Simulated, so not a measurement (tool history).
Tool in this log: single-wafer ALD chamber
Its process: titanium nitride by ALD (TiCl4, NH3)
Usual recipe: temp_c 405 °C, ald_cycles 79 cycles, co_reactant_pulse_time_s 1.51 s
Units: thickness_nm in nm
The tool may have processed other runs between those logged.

run,hour,temp_c,ald_cycles,co_reactant_pulse_time_s,wafers since the last listed run,hours since the last thermocouple change,hours since the showerhead was replaced,hours since the gauge calibration,"read-back reference wafer on the same gauge, thickness_nm",thickness_nm
1,0,415,79,1.51,0,1379.5,4009.4,586.6,1.815,1.716
2,54.5,405,79,1.51,138,1434,4063.9,641.1,1.816,1.704
3,156.9,405,79,1.51,260,1536.4,4166.3,743.5,1.82,1.71
4,261.4,405,79,1.51,265,1640.9,4270.8,848,1.821,1.699
5,318.2,405,72,1.51,144,1697.7,4327.6,904.8,1.823,1.553
6,386,405,79,1.51,172,1765.5,4395.4,972.6,1.824,1.706
7,466.5,405,79,1.51,204,1846,4475.9,1053.1,1.823,1.713
# hour 485.8: thermocouple changed; heater temperature recalibrated
8,570.6,405,79,1.51,244,84.8,4580,1157.2,1.826,1.711
9,622.4,401,79,1.51,131,136.6,4631.8,1209,1.824,1.706
10,665.9,401,79,1.51,110,180.1,4675.3,1252.5,1.824,1.709
11,704,401,79,1.51,96,218.2,4713.4,1290.6,1.826,1.704
# hour 835.9: gauge calibrated
12,924.5,394,90,1.51,559,438.7,4933.9,88.6,1.801,1.913
13,1008.6,394,90,1.51,213,522.8,5018,172.7,1.81,1.913
14,1152.2,405,79,1.51,364,666.4,5161.6,316.3,1.815,1.7
15,1226.3,405,79,1.51,188,740.5,5235.7,390.4,1.817,1.707
16,1269.2,405,79,1.51,108,783.4,5278.6,433.3,1.819,1.707
17,1356.8,417,65,0.97,222,871,5366.2,520.9,1.822,1.381
18,1433.1,401,79,1.51,193,947.3,5442.5,597.2,1.824,1.707
# hour 1481.4: showerhead replaced
19,1501.9,419,66,1.16,154,1016.1,20.5,666,1.824,1.419
20,1549.5,405,79,1.51,120,1063.7,68.1,713.6,1.825,1.708
21,1746.4,405,73,1.51,500,1260.6,265,910.5,1.829,1.585
22,1827.9,405,70,1.97,206,1342.1,346.5,992,1.83,1.533
23,1918.1,398,64,1.23,229,1432.3,436.7,1082.2,1.832,1.37
24,2015.1,413,85,1.34,246,1529.3,533.7,1179.2,1.833,1.848
# hour 2038.2: thermocouple changed; heater temperature recalibrated
25,2079.3,419,94,0.93,142,41.1,597.9,1243.4,1.834,2.01
26,2249.6,405,87,1.03,432,211.4,768.2,1413.7,1.832,1.854
# hour 2331.1: gauge calibrated
27,2342.4,405,79,1.51,235,304.2,861,11.3,1.795,1.682
28,2423,405,79,1.51,204,384.8,941.6,91.9,1.8,1.69
29,2463.5,405,72,1.1,102,425.3,982.1,132.4,1.804,1.52
30,2500.1,395,66,1.51,92,461.9,1018.7,169,1.804,1.401
31,2606.5,394,90,1.51,270,568.3,1125.1,275.4,1.809,1.925
32,2704.9,400,79,1.51,249,666.7,1223.5,373.8,1.817,1.695

The tool's hidden state at each run:
wafer temperature above the value expected at the setpoint (K): 0 across all the runs
H1: gauge reads high (%)
run,H1
1,1.44
2,1.52
3,1.63
4,1.73
5,1.77
6,1.82
7,1.87
8,1.92
9,1.95
10,1.96
11,1.98
12,0.685
13,0.967
14,1.35
15,1.52
16,1.6
17,1.75
18,1.86
19,1.95
20,2
21,2.18
22,2.23
23,2.29
24,2.33
25,2.36
26,2.42
27,0.261
28,0.576
29,0.717
30,0.835
31,1.13
32,1.36
